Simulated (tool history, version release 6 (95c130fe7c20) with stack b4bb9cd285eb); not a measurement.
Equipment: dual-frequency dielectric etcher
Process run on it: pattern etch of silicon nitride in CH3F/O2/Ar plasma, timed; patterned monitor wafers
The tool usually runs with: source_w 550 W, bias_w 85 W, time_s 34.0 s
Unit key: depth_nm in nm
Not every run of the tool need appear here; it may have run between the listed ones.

run   hour  source_w  bias_w  time_s  read-back reference wafer on the same gauge, depth_nm  depth_nm
  1    0.0       610      85    34.0                                                  24.11     30.20
  2   17.4       610      85    34.0                                                  24.10     30.11
  3   30.1       610      85    34.0                                                  24.11     30.12
  4   46.9       550      85    34.0                                                  24.10     28.31
  5   62.3       550      85    34.0                                                  24.10     28.40
  6   80.1       550      85    34.0                                                  24.09     28.29
  7   95.5       550      85    27.0                                                  24.09     22.43
     110.6  -- bias power generator calibrated
     119.5  -- wet clean of the chamber
  8  120.0       550      85    27.0                                                  24.11     23.02
  9  120.3       550      85    27.0                                                  24.09     23.00
 10  132.8       550      85    34.0                                                  24.10     28.93
 11  145.4       550      85    34.0                                                  24.10     28.92
 12  153.1       550      85    34.0                                                  24.10     28.89
     155.9  -- gauge calibrated
 13  168.5       550      85    34.0                                                  24.10     28.89
     174.0  -- source power generator calibrated
 14  180.9       550      85    34.0                                                  24.10     28.91
 15  192.7       550      85    28.5                                                  24.10     24.17
 16  200.8       550      85    34.0                                                  24.09     28.83
 17  207.2       550      85    34.0                                                  24.09     28.87
 18  216.0       620      85    27.0                                                  24.10     24.54
     253.0  -- upper electrode replaced
 19  253.5       630      90    26.0                                                  24.11     24.39
 20  253.9       660      70    34.0                                                  24.10     29.27
 21  254.2       440      96    26.5                                                  24.10     20.61
 22  259.0       620      85    34.0                                                  24.10     30.80
 23  273.9       550      85    34.0                                                  24.09     28.83
 24  290.9       550      96    39.5                                                  24.11     35.38
 25  298.6       550      91    34.0                                                  24.10     29.56
 26  312.9       550      85    34.0                                                  24.10     28.68
 27  326.8       550      85    34.0                                                  24.10     28.67
 28  339.6       550      85    42.0                                                  24.10     35.39

Each row is a separate what-if for the run after 28, all from the same tool condition, not one after another. Results?
  A  340.0       550      85    34.0                                                      ?         ?
  B  340.0       590     101    37.5                                                      ?         ?
  C  340.0       550      85    44.0                                                      ?         ?

run  read-back reference wafer on the same gauge, depth_nm  depth_nm
  A                                                  24.10     28.61
  B                                                  24.10     35.54
  C                                                  24.10     37.03
With the hidden condition removed and each run's random variation left untouched, the same runs would have given:
run  depth_nm
  A     28.99
  B     36.01
  C     37.52

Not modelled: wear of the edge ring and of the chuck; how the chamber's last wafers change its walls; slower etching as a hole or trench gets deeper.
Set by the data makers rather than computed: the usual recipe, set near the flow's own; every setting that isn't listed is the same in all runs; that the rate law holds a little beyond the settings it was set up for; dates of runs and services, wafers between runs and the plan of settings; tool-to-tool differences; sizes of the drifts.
